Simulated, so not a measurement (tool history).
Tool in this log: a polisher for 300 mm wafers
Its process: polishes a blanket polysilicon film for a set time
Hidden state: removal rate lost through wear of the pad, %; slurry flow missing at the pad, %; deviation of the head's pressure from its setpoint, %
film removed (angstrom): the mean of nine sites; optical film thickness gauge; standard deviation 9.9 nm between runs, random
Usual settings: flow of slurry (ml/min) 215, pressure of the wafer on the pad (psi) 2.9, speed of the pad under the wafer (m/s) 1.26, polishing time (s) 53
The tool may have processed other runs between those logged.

run     day  flow of slurry (ml/min)  pressure of the wafer on the pad (psi)  speed of the pad under the wafer (m/s)  polishing time (s)  wafers since the last listed run  wafers polished on this pad  hours since the slurry nozzle was cleaned  hours since the head pressure was calibrated  incoming thickness of the incoming film, nm  film removed (angstrom)
  1       0                      215                                     2.9                                    1.26                  46                                 0                          182                                        300                                        1313.3                                       1701.4                     6279
  2   1.967                      215                                     2.9                                    1.26                  46                               234                          416                                      347.2                                        1360.5                                       1726.8                     6439
      6.475  -- head pressure recalibrated
  3   8.383                      215                                     2.3                                    1.26                  53                               756                         1173                                      501.2                                          45.8                                       1684.3                     5795
      9.288  -- slurry nozzle cleaned
  4  11.792                      215                                     2.9                                    1.26                  53                               402                         1575                                       60.1                                         127.6                                       1721.2                     6842
  5  13.475                      215                                     2.9                                    1.26                  53                               201                         1776                                      100.5                                           168                                       1712.7                     7082
     15.592  -- worn pad replaced by a new one
  6  15.746                      215                                     2.9                                    1.26                  53                               251                           18                                        155                                         222.5                                       1719.8                     7032
  7  20.088                      215                                     2.9                                    1.26                  53                               518                          536                                      259.2                                         326.7                                       1697.6                     7134
  8  21.604                      215                                     2.9                                    1.26                  53                               181                          717                                      295.6                                         363.1                                       1719.9                     6966
  9  23.308                      215                                     2.9                                    1.26                  53                               203                          921                                      336.5                                           404                                       1708.6                     6958
 10  25.517                      215                                     2.9                                    1.26                  53                               263                         1185                                      389.5                                           457                                       1728.3                     7162
 11  27.233                      215                                     2.9                                    1.26                  53                               204                         1390                                      430.7                                         498.2                                       1713.1                     6963
 12  29.038                      215                                     2.9                                    1.26                  53                               215                         1605                                        474                                         541.5                                       1725.6                     7143
 13  31.533                      215                                     2.9                                    1.26                  53                               298                         1903                                      533.9                                         601.4                                       1693.2                     7190
     31.925  -- slurry nozzle cleaned
     34.962  -- worn pad replaced by a new one
 14  35.667                      215                                     2.9                                    1.26                  53                               468                           83                                       89.8                                         700.6                                       1715.2                     7172
 15  40.104                      215                                     2.9                                    1.26                  40                               529                          613                                      196.3                                         807.1                                         1708                     5346

Run 16 has not been measured yet. What should we expect?
 16  44.188                      215                                     2.9                                    1.26                  48                               487                         1101                                      294.3                                         905.1                                       1741.9                        ?

Run 16 gave film removed (angstrom) 6570.
The same run, on a tool lacking any hidden state, would have yielded film removed (angstrom) 6189.

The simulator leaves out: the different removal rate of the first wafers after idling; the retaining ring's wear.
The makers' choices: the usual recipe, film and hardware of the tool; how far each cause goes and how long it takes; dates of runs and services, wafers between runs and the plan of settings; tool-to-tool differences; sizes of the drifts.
